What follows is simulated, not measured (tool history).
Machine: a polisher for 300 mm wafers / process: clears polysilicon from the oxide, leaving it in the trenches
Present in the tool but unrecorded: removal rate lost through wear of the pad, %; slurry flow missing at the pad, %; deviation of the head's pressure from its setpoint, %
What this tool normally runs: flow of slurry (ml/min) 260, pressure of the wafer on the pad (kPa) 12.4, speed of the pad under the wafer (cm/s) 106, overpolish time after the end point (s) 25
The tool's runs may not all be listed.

run	day	flow of slurry (ml/min)	pressure of the wafer on the pad (kPa)	speed of the pad under the wafer (cm/s)	overpolish time after the end point (s)	wafers since the last listed run	wafers polished on this pad	hours since the slurry nozzle was cleaned	hours since the head pressure was calibrated	incoming thickness of the incoming film, nm	time until the end point was called (s)	dishing of a wide line in a test structure (nm)
1	0	260	10.3	106	18	0	1545	155	542.8	462.3	55.6	66.9
2	1.562	260	10.3	106	18	303	1848	192.5	580.3	462	56.3	70.1
3	3.95	260	12.4	106	25	463	2311	249.8	637.6	472	48.4	76.6
4	5.708	260	12.4	106	25	341	2652	292	679.8	474.4	48.7	78.7
5	8.088	260	12.4	106	25	461	3113	349.1	736.9	469.9	48.7	78.3
6	10.508	260	12.4	106	25	469	3583	407.2	795	469.2	49.1	79.5
# day 10.967: worn pad replaced by a new one
7	12.688	260	12.4	106	25	390	333	459.5	847.3	471.5	49.4	78.3
8	13.838	260	12.4	106	25	223	556	487.1	874.9	470.6	48.8	78.5
9	15.492	260	12.4	106	25	320	877	526.8	914.6	473.1	49.8	78.1
# day 16.6: head pressure recalibrated
10	17.929	260	12.4	106	25	456	1333	585.3	31.9	468.8	49.3	76.2
11	20.475	260	12.4	106	25	493	1827	646.4	93	462.7	48.6	75.7
# day 22.35: slurry nozzle cleaned
12	23.083	260	12.4	106	25	497	2325	17.6	155.6	471.2	45.8	79.3
13	24.879	260	12.4	106	25	348	2673	60.7	198.7	467	46.3	78
14	26.696	260	12.4	106	25	352	3026	104.3	242.3	475.5	47.5	80
15	28.217	260	11	106	25	294	3321	140.8	278.8	466	52.9	77.3
# day 28.45: worn pad replaced by a new one
16	29.433	260	12.4	106	25	203	190	170	308	468.2	46.6	79.6
17	30.658	260	12.4	106	25	237	427	199.4	337.4	472.4	47	79.5
18	32.617	290	10.3	126	35	379	807	246.4	384.4	471.3	48.4	84.2
19	33.638	260	10.3	120	35	197	1005	270.9	408.9	471.2	50	80.9
20	35.804	180	16.5	106	10	420	1425	322.9	460.9	465.8	37.5	63.2
21	36.971	190	12.4	106	25	226	1652	350.9	488.9	461	49.8	76.6
22	38.625	190	12.4	106	25	320	1972	390.6	528.6	464.6	50.9	77.1
23	42.688	260	10.3	106	18	787	2760	488.1	626.1	465.4	56.7	67.2
24	45.038	310	12.4	136	25	455	3216	544.5	682.5	465.5	37.3	82.5
# day 46.475: worn pad replaced by a new one
25	51.392	175	12.4	106	10	1200	953	697	835	470.7	52.7	51.7
# day 52.671: slurry nozzle cleaned
26	53.921	260	12.4	106	25	482	1436	30	895.7	476.1	46.9	80.3
27	55.367	260	12.4	128	25	280	1716	64.7	930.4	478.5	38.9	81.3
# day 57.721: head pressure recalibrated
28	58.312	260	12.4	106	25	555	2271	135.4	14.2	478.8	47.2	76.9
29	60.221	260	12.4	68	25	370	2641	181.2	60	472.8	72.5	71.1
30	62.338	260	16.5	144	25	410	3052	232	110.8	475.5	26.7	84.5
31	64.408	335	13.8	78	16	401	3453	281.7	160.5	479	57.8	64.5
# day 65.417: worn pad replaced by a new one
32	65.612	205	13.8	138	32	201	37	310.6	189.4	466.9	34.4	83.6
33	68.154	185	15.2	138	37	492	530	371.6	250.4	465	31.8	84.2
34	69.679	190	12.4	80	38	295	826	408.2	287	467.9	66.5	81.1

How would selected steps in time until the end point was called (s) from run to run divide? Give the signed amount a tool lacking its hidden state would still show from settings, what came in and random variation, and the signed amount left for the hidden state, including any gauge scatter that is not in both of the compared results.
Run 11 -> 12: slurry nozzle cleaned. time until the end point was called (s) -2.8: hidden state -3.4, all else +0.6.
Run 24 -> 25: flow of slurry (ml/min) 310 -> 175, speed of the pad under the wafer (cm/s) 136 -> 106, overpolish time after the end point (s) 25 -> 10, worn pad replaced by a new one. time until the end point was called (s) +15.4: hidden state +2.8, all else +12.6.
Run 25 -> 26: flow of slurry (ml/min) 175 -> 260, overpolish time after the end point (s) 10 -> 25, slurry nozzle cleaned. time until the end point was called (s) -5.8: hidden state -4.4, all else -1.4.
Run 29 -> 30: pressure of the wafer on the pad (kPa) 12.4 -> 16.5, speed of the pad under the wafer (cm/s) 68 -> 144. time until the end point was called (s) -45.8: hidden state -1.2, all else -44.6.
Run 30 -> 31: flow of slurry (ml/min) 260 -> 335, pressure of the wafer on the pad (kPa) 16.5 -> 13.8, speed of the pad under the wafer (cm/s) 144 -> 78, overpolish time after the end point (s) 25 -> 16. time until the end point was called (s) +31.1: hidden state +0.9, all else +30.2.
Run 33 -> 34: flow of slurry (ml/min) 185 -> 190, pressure of the wafer on the pad (kPa) 15.2 -> 12.4, speed of the pad under the wafer (cm/s) 138 -> 80, overpolish time after the end point (s) 37 -> 38. time until the end point was called (s) +34.7: hidden state +2.4, all else +32.3.
